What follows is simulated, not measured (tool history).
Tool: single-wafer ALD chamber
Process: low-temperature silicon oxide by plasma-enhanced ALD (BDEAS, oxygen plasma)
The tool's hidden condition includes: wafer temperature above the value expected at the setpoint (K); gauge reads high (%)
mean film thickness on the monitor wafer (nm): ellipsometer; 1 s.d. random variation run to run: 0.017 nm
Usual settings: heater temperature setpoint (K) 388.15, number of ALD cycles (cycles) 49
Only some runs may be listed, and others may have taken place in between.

run	hour	heater temperature setpoint (K)	number of ALD cycles (cycles)	wafers since the last listed run	hours since the last thermocouple change	hours since the gauge calibration	read-back reference wafer on the same gauge, thickness_nm	mean film thickness on the monitor wafer (nm)
1	0	395.15	45	0	2677.6	580	7.936	6.306
2	101.3	395.15	45	767	2778.9	681.3	7.932	6.319
3	177	395.15	45	573	2854.6	757	7.938	6.319
4	264.6	385.15	46	663	2942.2	844.6	7.938	6.55
5	369.8	385.15	46	797	3047.4	949.8	7.941	6.571
6	422.6	385.15	46	400	3100.2	1002.6	7.938	6.548
7	466.4	376.15	49	331	3144	1046.4	7.938	7.104
8	513.7	376.15	49	358	3191.3	1093.7	7.947	7.139
# hour 588.6: thermocouple changed; heater temperature recalibrated
9	589.1	402.15	42	510	0.5	1169.1	7.942	5.83
10	645.3	388.15	49	425	56.7	1225.3	7.947	6.975
11	710.5	376.15	57	493	121.9	1290.5	7.94	8.267
# hour 728.3: gauge calibrated
12	780	379.15	44	526	191.4	51.7	7.938	6.334
13	867.1	380.15	41	659	278.5	138.8	7.939	5.899

Run 14 is up next; what results do you expect?
14	918.5	375.15	42	389	329.9	190.2	?	?

{"run 14": {"read-back reference wafer on the same gauge, thickness_nm": 7.939, "mean film thickness on the monitor wafer (nm)": 6.113}}
Take away the tool's hidden state, keep the run-to-run variation as it was, and the same run would have given mean film thickness on the monitor wafer (nm) 6.113.

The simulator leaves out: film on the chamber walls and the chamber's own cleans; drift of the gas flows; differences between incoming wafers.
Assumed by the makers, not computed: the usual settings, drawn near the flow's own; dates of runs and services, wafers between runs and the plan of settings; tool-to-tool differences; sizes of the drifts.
